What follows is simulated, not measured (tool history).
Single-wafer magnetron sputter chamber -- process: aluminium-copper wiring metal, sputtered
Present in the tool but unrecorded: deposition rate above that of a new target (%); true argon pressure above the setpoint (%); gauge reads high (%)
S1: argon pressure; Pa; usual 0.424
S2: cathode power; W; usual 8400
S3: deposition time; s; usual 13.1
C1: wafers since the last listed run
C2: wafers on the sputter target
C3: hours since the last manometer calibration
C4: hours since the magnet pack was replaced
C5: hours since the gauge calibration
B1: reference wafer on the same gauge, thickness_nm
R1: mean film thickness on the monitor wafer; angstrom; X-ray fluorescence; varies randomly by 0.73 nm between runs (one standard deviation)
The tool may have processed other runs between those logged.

run	hour	S1	S2	S3	C1	C2	C3	C4	C5	B1	R1
1	0.0	0.424	8400	13.1	0	580	796.8	11382.2	213.3	151.107	1855.82
2	13.3	0.424	8400	13.1	474	1055	810.1	11395.5	226.6	151.183	1861.17
3	44.5	0.424	8400	13.1	1113	2168	841.3	11426.7	257.8	151.064	1880.67
4	65.7	0.424	8400	13.1	756	2925	862.5	11447.9	279.0	151.053	1871.74
5	101.6	0.424	8400	13.1	1281	4206	898.4	11483.8	314.9	151.121	1870.38
6	115.2	0.424	8400	13.1	485	4692	912.0	11497.4	328.5	151.020	1855.62
7	130.4	0.424	8400	13.1	542	5234	927.2	11512.6	343.7	150.802	1871.12
8	161.6	0.424	8400	13.1	1113	6348	958.4	11543.8	374.9	151.061	1866.48
# hour 170.4: sputter target and shields replaced
9	194.1	0.424	8400	13.1	874	847	990.9	11576.3	407.4	151.138	1853.68
10	229.5	0.424	8400	13.1	1263	2111	1026.3	11611.7	442.8	150.849	1867.78
11	245.7	0.424	7750	14.9	578	2689	1042.5	11627.9	459.0	150.922	1960.51
# hour 270.5: magnet pack replaced
12	274.7	0.424	7750	14.9	749	3438	1071.5	4.2	488.0	150.926	1965.67
13	299.9	0.424	7750	14.9	899	4338	1096.7	29.4	513.2	151.325	1950.03
14	324.1	0.424	8400	13.1	863	5202	1120.9	53.6	537.4	151.178	1861.95
# hour 344.1: gauge calibrated
# hour 361.2: sputter target and shields replaced
15	361.7	0.424	8400	13.1	1056	17	1158.5	91.2	17.6	150.904	1865.13
16	371.5	0.424	8400	13.1	349	366	1168.3	101.0	27.4	150.960	1875.60
17	384.2	0.424	9250	13.1	453	820	1181.0	113.7	40.1	151.052	2061.29
18	450.7	0.368	8400	12.2	2373	3193	1247.5	180.2	106.6	150.910	1798.34
19	483.9	0.424	8400	11.1	1185	4378	1280.7	213.4	139.8	150.704	1594.71
# hour 507.0: capacitance manometer re-zeroed and calibrated
20	512.4	0.424	8400	13.1	731	5110	5.4	241.9	168.3	150.895	1827.23
# hour 542.8: sputter target and shields replaced
21	543.2	0.424	8400	13.1	813	15	36.2	272.7	199.1	150.940	1819.09
22	557.7	0.424	7450	13.1	517	532	50.7	287.2	213.6	151.362	1610.09
23	588.4	0.526	10350	15.4	1095	1628	81.4	317.9	244.3	151.211	2500.11
24	615.5	0.424	7850	13.1	967	2596	108.5	345.0	271.4	150.914	1715.94
25	628.7	0.320	7600	13.1	471	3067	121.7	358.2	284.6	150.942	1760.49
26	641.8	0.424	8400	10.6	467	3534	134.8	371.3	297.7	150.987	1495.64
27	660.1	0.424	8400	15.0	653	4188	153.1	389.6	316.0	151.087	2095.83
28	690.9	0.359	8400	13.1	1099	5287	183.9	420.4	346.8	151.008	1915.14
# hour 729.8: sputter target and shields replaced
29	730.3	0.279	9600	14.9	1120	17	223.3	459.8	386.2	150.700	2600.21
30	748.6	0.525	10450	15.3	653	670	241.6	478.1	404.5	150.764	2536.47
31	773.5	0.424	9000	13.1	888	1559	266.5	503.0	429.4	151.006	1978.66
32	800.5	0.499	7250	11.1	963	2523	293.5	530.0	456.4	151.113	1302.55
33	815.3	0.424	8400	13.1	528	3051	308.3	544.8	471.2	151.054	1860.65
34	837.6	0.424	8400	13.1	795	3847	330.6	567.1	493.5	150.879	1866.22
35	852.5	0.424	8400	13.1	531	4379	345.5	582.0	508.4	151.345	1856.78

Each run again, without the hidden state but with its own random variation kept:
run	R1
1	1807.23
2	1812.17
3	1830.56
4	1821.50
5	1819.57
6	1805.01
7	1819.85
8	1814.89
9	1802.03
10	1815.30
11	1905.23
12	1909.91
13	1894.46
14	1808.65
15	1811.41
16	1821.49
17	2001.71
18	1753.06
19	1548.01
20	1820.89
21	1808.72
22	1599.31
23	2473.19
24	1698.25
25	1746.03
26	1477.99
27	2069.05
28	1892.07
29	2573.47
30	2483.32
31	1943.15
32	1273.44
33	1824.32
34	1828.34
35	1818.17
